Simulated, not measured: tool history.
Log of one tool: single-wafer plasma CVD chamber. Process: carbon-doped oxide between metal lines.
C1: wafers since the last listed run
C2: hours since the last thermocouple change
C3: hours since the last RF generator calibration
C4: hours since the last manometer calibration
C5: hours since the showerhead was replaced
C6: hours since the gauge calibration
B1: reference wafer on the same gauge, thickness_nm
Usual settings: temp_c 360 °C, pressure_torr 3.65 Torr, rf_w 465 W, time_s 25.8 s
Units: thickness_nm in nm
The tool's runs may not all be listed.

Run 1, hour 0.0: usual settings; C1 0; C2 379.4; C3 248.1; C4 1905.1; C5 2732.3; C6 3286.8; B1 138.077. Result: thickness_nm 128.517 nm.
Run 2, hour 90.2: usual settings; C1 1989; C2 469.6; C3 338.3; C4 1995.3; C5 2822.5; C6 3377.0; B1 137.953. Result: thickness_nm 128.525 nm.
Run 3, hour 168.4: usual settings but rf_w 530 W, time_s 27.4 s; C1 1725; C2 547.8; C3 416.5; C4 2073.5; C5 2900.7; C6 3455.2; B1 138.007. Result: thickness_nm 151.849 nm.
Run 4, hour 216.0: usual settings but rf_w 530 W, time_s 27.4 s; C1 1050; C2 595.4; C3 464.1; C4 2121.1; C5 2948.3; C6 3502.8; B1 138.015. Result: thickness_nm 152.043 nm.
Run 5, hour 283.8: usual settings but rf_w 530 W, time_s 27.4 s; C1 1495; C2 663.2; C3 531.9; C4 2188.9; C5 3016.1; C6 3570.6; B1 137.947. Result: thickness_nm 152.130 nm.
At hour 334.7: thermocouple changed; heater temperature recalibrated, repeated, since the last time left the tool worse.
Run 6, hour 356.7: usual settings but rf_w 380 W; C1 1431; C2 22.0; C3 604.8; C4 2261.8; C5 3089.0; C6 3643.5; B1 138.011. Result: thickness_nm 102.266 nm.
Run 7, hour 446.1: usual settings but rf_w 555 W; C1 1972; C2 111.4; C3 694.2; C4 2351.2; C5 3178.4; C6 3732.9; B1 138.061. Result: thickness_nm 146.501 nm.
Run 8, hour 552.0: usual settings but temp_c 346 °C, pressure_torr 3.27 Torr, rf_w 540 W; C1 2336; C2 217.3; C3 800.1; C4 2457.1; C5 3284.3; C6 3838.8; B1 138.054. Result: thickness_nm 147.497 nm.
Run 9, hour 598.8: usual settings; C1 1032; C2 264.1; C3 846.9; C4 2503.9; C5 3331.1; C6 3885.6; B1 137.887. Result: thickness_nm 126.856 nm.
Run 10, hour 667.0: usual settings but pressure_torr 3.93 Torr; C1 1504; C2 332.3; C3 915.1; C4 2572.1; C5 3399.3; C6 3953.8; B1 137.951. Result: thickness_nm 127.314 nm.
Run 11, hour 741.5: usual settings but temp_c 373 °C, pressure_torr 3.09 Torr, rf_w 540 W, time_s 27.7 s; C1 1643; C2 406.8; C3 989.6; C4 2646.6; C5 3473.8; C6 4028.3; B1 138.025. Result: thickness_nm 149.002 nm.
At hour 755.0: gauge calibrated.
Run 12, hour 781.7: usual settings; C1 886; C2 447.0; C3 1029.8; C4 2686.8; C5 3514.0; C6 26.7; B1 138.100. Result: thickness_nm 127.122 nm.
At hour 908.8: capacitance manometer re-zeroed and calibrated.
Run 13, hour 1097.4: usual settings but temp_c 352 °C, pressure_torr 4.46 Torr, rf_w 405 W; C1 6787; C2 762.7; C3 1345.5; C4 188.6; C5 3829.7; C6 342.4; B1 138.014. Result: thickness_nm 114.343 nm.
Run 14, hour 1198.6: usual settings; C1 2232; C2 863.9; C3 1446.7; C4 289.8; C5 3930.9; C6 443.6; B1 138.083. Result: thickness_nm 127.494 nm.
Run 15, hour 1263.1: usual settings but temp_c 347 °C, pressure_torr 2.87 Torr, time_s 28.7 s; C1 1422; C2 928.4; C3 1511.2; C4 354.3; C5 3995.4; C6 508.1; B1 138.009. Result: thickness_nm 144.062 nm.
Run 16, hour 1312.3: usual settings but pressure_torr 3.09 Torr, rf_w 385 W; C1 1085; C2 977.6; C3 1560.4; C4 403.5; C5 4044.6; C6 557.3; B1 138.074. Result: thickness_nm 103.703 nm.
Run 17, hour 1374.3: usual settings but pressure_torr 4.49 Torr, rf_w 490 W, time_s 28.8 s; C1 1367; C2 1039.6; C3 1622.4; C4 465.5; C5 4106.6; C6 619.3; B1 137.940. Result: thickness_nm 149.988 nm.
At hour 1390.2: showerhead replaced.
Run 18, hour 1415.5: usual settings but temp_c 356 °C, rf_w 490 W; C1 732; C2 1080.8; C3 1663.6; C4 506.7; C5 25.3; C6 660.5; B1 137.929. Result: thickness_nm 133.988 nm.
At hour 1434.6: RF generator calibrated.
Run 19, hour 1492.6: usual settings but temp_c 347 °C, pressure_torr 3.26 Torr, rf_w 380 W, time_s 28.8 s; C1 1524; C2 1157.9; C3 58.0; C4 583.8; C5 102.4; C6 737.6; B1 138.014. Result: thickness_nm 117.773 nm.
Run 20, hour 1560.9: usual settings but temp_c 347 °C, rf_w 520 W; C1 1506; C2 1226.2; C3 126.3; C4 652.1; C5 170.7; C6 805.9; B1 137.966. Result: thickness_nm 144.209 nm.
Run 21, hour 1654.7: usual settings but temp_c 368 °C, pressure_torr 3.88 Torr, time_s 24.0 s; C1 2069; C2 1320.0; C3 220.1; C4 745.9; C5 264.5; C6 899.7; B1 137.909. Result: thickness_nm 117.278 nm.
Run 22, hour 1742.2: usual settings; C1 1930; C2 1407.5; C3 307.6; C4 833.4; C5 352.0; C6 987.2; B1 138.002. Result: thickness_nm 127.190 nm.
At hour 1776.6: thermocouple changed; heater temperature recalibrated.
Run 23, hour 1816.2: usual settings but temp_c 352 °C, time_s 22.9 s; C1 1455; C2 39.6; C3 381.6; C4 907.4; C5 426.0; C6 1061.2; B1 137.946. Result: thickness_nm 114.680 nm.
Run 24, hour 1886.7: usual settings; C1 1555; C2 110.1; C3 452.1; C4 977.9; C5 496.5; C6 1131.7; B1 138.048. Result: thickness_nm 126.123 nm.

Run 25 comes next. What will it give?
Run 25, hour 1970.2: usual settings; C1 1841; C2 193.6; C3 535.6; C4 1061.4; C5 580.0; C6 1215.2; B1 ?. Result: thickness_nm ?.

B1: 138.059
thickness_nm: 126.766 nm
Without the tool's hidden state the same run would have given thickness_nm 126.563 nm.
